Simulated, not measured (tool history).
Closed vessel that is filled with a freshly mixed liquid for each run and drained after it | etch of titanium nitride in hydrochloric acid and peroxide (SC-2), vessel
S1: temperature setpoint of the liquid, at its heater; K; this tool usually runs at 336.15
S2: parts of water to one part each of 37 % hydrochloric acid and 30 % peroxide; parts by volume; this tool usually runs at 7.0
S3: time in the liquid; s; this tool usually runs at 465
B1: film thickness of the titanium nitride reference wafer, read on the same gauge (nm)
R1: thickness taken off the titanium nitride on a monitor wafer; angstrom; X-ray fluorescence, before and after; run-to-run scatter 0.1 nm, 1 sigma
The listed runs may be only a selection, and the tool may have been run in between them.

| run | day | S1 | S2 | S3 | B1 | R1 |
|---|---|---|---|---|---|---|
| 1 | 0.000 | 336.15 | 7.0 | 465 | 139.99 | 247.7 |
| 2 | 1.317 | 336.15 | 7.0 | 465 | 140.01 | 247.4 |
| 3 | 2.200 | 336.15 | 7.0 | 465 | 139.99 | 246.3 |
| 4 | 3.479 | 336.15 | 9.0 | 465 | 140.00 | 203.6 |
| 5 | 4.975 | 343.15 | 7.0 | 395 | 139.98 | 318.9 |
| 6 | 6.054 | 329.65 | 7.0 | 465 | 139.99 | 164.9 |
| 7 | 7.458 | 329.65 | 7.0 | 465 | 139.99 | 164.6 |
| 8 | 8.579 | 333.15 | 7.0 | 620 | 140.01 | 276.1 |
| 9 | 10.058 | 333.15 | 7.0 | 620 | 140.03 | 273.2 |
| 10 | 10.567 | 332.65 | 7.0 | 465 | 140.00 | 201.1 |
| 11 | 11.467 | 336.15 | 7.0 | 465 | 140.00 | 248.5 |
| 12 | 12.533 | 336.15 | 7.0 | 465 | 139.99 | 250.3 |
| 13 | 13.946 | 336.15 | 7.0 | 465 | 139.99 | 249.3 |
| 14 | 14.804 | 331.65 | 5.5 | 565 | 140.01 | 271.5 |
| 15 | 15.775 | 341.65 | 5.5 | 350 | 139.98 | 312.5 |
|  | 16.467 | chemicals flow meter replaced |
| 16 | 16.833 | 336.15 | 7.0 | 620 | 140.01 | 319.5 |
| 17 | 17.588 | 336.15 | 5.5 | 220 | 140.01 | 135.8 |
|  | 18.838 | new drum of peroxide connected |
| 18 | 18.900 | 336.15 | 10.0 | 645 | 140.00 | 251.1 |
| 19 | 19.471 | 336.15 | 7.0 | 465 | 139.97 | 244.3 |
|  | 20.388 | thermometer replaced |
| 20 | 20.450 | 336.15 | 7.0 | 465 | 139.99 | 242.1 |
| 21 | 22.617 | 343.15 | 8.0 | 370 | 140.00 | 266.8 |
|  | 22.929 | gauge calibrated |
| 22 | 23.929 | 339.65 | 8.5 | 630 | 139.97 | 347.9 |
| 23 | 24.771 | 341.15 | 9.0 | 685 | 139.98 | 396.8 |
| 24 | 25.542 | 345.15 | 4.0 | 650 | 140.01 | 875.9 |
| 25 | 28.629 | 326.15 | 7.0 | 465 | 140.02 | 128.2 |
| 26 | 29.392 | 345.15 | 7.0 | 280 | 139.98 | 250.6 |
| 27 | 30.254 | 343.15 | 10.5 | 285 | 140.02 | 165.5 |
| 28 | 30.758 | 336.15 | 7.0 | 465 | 140.00 | 244.2 |
| 29 | 31.433 | 345.15 | 4.5 | 465 | 140.01 | 576.7 |

Consider 4 possible next runs. They are alternatives, not a sequence: every one starts from the tool as it was left by run 29. What does each give?
| A | 31.467 | 336.15 | 7.0 | 465 | ? | ? |
| B | 31.467 | 340.65 | 5.0 | 575 | ? | ? |
| C | 31.467 | 336.15 | 10.0 | 270 | ? | ? |
| D | 31.467 | 333.15 | 9.5 | 240 | ? | ? |

| run | B1 | R1 |
|---|---|---|
| A | 140.00 | 245.4 |
| B | 140.00 | 511.9 |
| C | 140.00 | 107.0 |
| D | 140.00 | 82.3 |
Take away the tool's hidden state, keep each run's random variation, and the runs would have read:
| run | R1 |
|---|---|
| A | 240.2 |
| B | 502.0 |
| C | 104.6 |
| D | 80.5 |
